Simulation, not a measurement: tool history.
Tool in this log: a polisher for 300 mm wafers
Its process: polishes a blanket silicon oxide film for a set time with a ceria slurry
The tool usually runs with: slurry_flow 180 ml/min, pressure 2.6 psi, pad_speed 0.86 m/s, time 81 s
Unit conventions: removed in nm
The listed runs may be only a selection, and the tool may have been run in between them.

| run | hour | slurry_flow | pressure | pad_speed | time | incoming thickness of the incoming film, nm | removed |
|---|---|---|---|---|---|---|---|
| 1 | 0 | 180 | 2.6 | 0.86 | 81 | 968.6 | 252 |
| 2 | 19.5 | 180 | 2.6 | 0.86 | 81 | 972.9 | 252.5 |
| 3 | 103.2 | 180 | 2.6 | 0.86 | 81 | 977.8 | 256.2 |
| 4 | 115.9 | 180 | 3.2 | 0.86 | 81 | 977.6 | 313.6 |
| 5 | 131.8 | 180 | 3.2 | 0.86 | 81 | 948.4 | 316.1 |
| 6 | 144.9 | 180 | 2.6 | 0.86 | 81 | 967 | 252.6 |
| 7 | 157.1 | 180 | 2.6 | 0.86 | 81 | 972.7 | 258.6 |
|  | 160.4 | slurry nozzle cleaned |
|  | 162.9 | worn pad replaced by a new one |
| 8 | 171.1 | 180 | 2.6 | 0.78 | 81 | 978 | 235.5 |
|  | 177.4 | head pressure recalibrated |
| 9 | 193.3 | 140 | 3.1 | 0.86 | 63 | 981.3 | 204.9 |
| 10 | 215.2 | 215 | 2.6 | 0.86 | 81 | 956.7 | 237.2 |
| 11 | 246.8 | 180 | 2.6 | 0.78 | 81 | 958.3 | 213.4 |
| 12 | 259.9 | 140 | 3.1 | 0.86 | 63 | 988.5 | 206.1 |
| 13 | 279.9 | 145 | 3.4 | 0.78 | 90 | 992.7 | 302.5 |
| 14 | 315.3 | 240 | 3.3 | 0.86 | 72 | 964.7 | 281.1 |
|  | 335.7 | worn pad replaced by a new one |
| 15 | 341.2 | 180 | 2.3 | 1 | 81 | 956.7 | 246.8 |
| 16 | 370.8 | 235 | 2.6 | 1.02 | 81 | 953.8 | 295.7 |

What if the next run were any one of these 5? Each begins from the tool's condition after run 16:
| A | 371.3 | 180 | 2.9 | 0.86 | 81 | 967.3 | ? |
| B | 371.3 | 180 | 3 | 0.78 | 81 | 967.3 | ? |
| C | 371.3 | 180 | 2.6 | 0.86 | 72 | 967.3 | ? |
| D | 371.3 | 240 | 3.3 | 0.66 | 81 | 967.3 | ? |
| E | 371.3 | 145 | 3.4 | 0.7 | 102 | 967.3 | ? |

| run | removed |
|---|---|
| A | 270.1 |
| B | 253.4 |
| C | 215.2 |
| D | 244.5 |
| E | 313.8 |
Without the tool's unlogged condition, the same runs would have read:
| run | removed |
|---|---|
| A | 255.8 |
| B | 240 |
| C | 203.8 |
| D | 231.5 |
| E | 297.1 |
